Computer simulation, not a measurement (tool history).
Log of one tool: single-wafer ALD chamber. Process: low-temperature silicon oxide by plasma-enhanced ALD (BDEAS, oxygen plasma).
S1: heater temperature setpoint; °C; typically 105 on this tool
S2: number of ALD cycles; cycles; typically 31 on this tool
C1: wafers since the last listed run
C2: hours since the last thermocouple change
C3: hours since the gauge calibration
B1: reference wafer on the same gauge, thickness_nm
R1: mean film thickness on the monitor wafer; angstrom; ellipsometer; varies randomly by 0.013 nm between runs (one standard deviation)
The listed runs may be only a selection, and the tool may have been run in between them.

{"run": 1, "day": 0.0, "S1": 113, "S2": 31, "C1": 0, "C2": 1837.1, "C3": 326.9, "B1": 5.513, "R1": 50.87}
{"run": 2, "day": 2.129, "S1": 113, "S2": 31, "C1": 472, "C2": 1888.2, "C3": 378.0, "B1": 5.524, "R1": 51.13}
{"run": 3, "day": 4.858, "S1": 105, "S2": 31, "C1": 606, "C2": 1953.7, "C3": 443.5, "B1": 5.521, "R1": 51.98}
{"run": 4, "day": 7.708, "S1": 105, "S2": 31, "C1": 632, "C2": 2022.1, "C3": 511.9, "B1": 5.53, "R1": 51.79}
{"run": 5, "day": 10.083, "S1": 105, "S2": 31, "C1": 527, "C2": 2079.1, "C3": 568.9, "B1": 5.538, "R1": 51.84}
{"run": 6, "day": 12.638, "S1": 98, "S2": 31, "C1": 567, "C2": 2140.4, "C3": 630.2, "B1": 5.538, "R1": 52.73}
{"run": 7, "day": 15.138, "S1": 98, "S2": 31, "C1": 555, "C2": 2200.4, "C3": 690.2, "B1": 5.534, "R1": 52.7}
{"run": 8, "day": 16.654, "S1": 105, "S2": 31, "C1": 336, "C2": 2236.8, "C3": 726.6, "B1": 5.546, "R1": 51.85}
{"run": 9, "day": 17.758, "S1": 112, "S2": 28, "C1": 245, "C2": 2263.3, "C3": 753.1, "B1": 5.545, "R1": 46.16}
{"run": 10, "day": 20.4, "S1": 119, "S2": 34, "C1": 586, "C2": 2326.7, "C3": 816.5, "B1": 5.543, "R1": 55.37}
{"run": 11, "day": 22.525, "S1": 97, "S2": 31, "C1": 471, "C2": 2377.7, "C3": 867.5, "B1": 5.55, "R1": 52.87}
{"day": 24.183, "done": "thermocouple changed; heater temperature recalibrated"}
{"day": 24.808, "done": "gauge calibrated"}
{"run": 12, "day": 24.9, "S1": 91, "S2": 35, "C1": 453, "C2": 17.2, "C3": 2.2, "B1": 5.402, "R1": 59.67}
{"run": 13, "day": 26.604, "S1": 105, "S2": 31, "C1": 378, "C2": 58.1, "C3": 43.1, "B1": 5.42, "R1": 50.68}
{"run": 14, "day": 34.217, "S1": 119, "S2": 27, "C1": 1690, "C2": 240.8, "C3": 225.8, "B1": 5.483, "R1": 43.45}
{"run": 15, "day": 36.154, "S1": 109, "S2": 31, "C1": 430, "C2": 287.3, "C3": 272.3, "B1": 5.488, "R1": 51.3}
{"run": 16, "day": 37.25, "S1": 114, "S2": 28, "C1": 243, "C2": 313.6, "C3": 298.6, "B1": 5.494, "R1": 45.75}
{"run": 17, "day": 40.092, "S1": 114, "S2": 25, "C1": 631, "C2": 381.8, "C3": 366.8, "B1": 5.504, "R1": 40.89}

Each run again, without the hidden state but with its own random variation kept:
The tool's hidden condition here consists of: wafer temperature above the value expected at the setpoint (K); gauge reads high (%).
run=1 R1=50.06
run=2 R1=50.24
run=3 R1=51.00
run=4 R1=50.76
run=5 R1=50.77
run=6 R1=51.60
run=7 R1=51.54
run=8 R1=50.70
run=9 R1=45.13
run=10 R1=54.10
run=11 R1=51.65
run=12 R1=59.82
run=13 R1=50.64
run=14 R1=42.98
run=15 R1=50.65
run=16 R1=45.13
run=17 R1=40.26
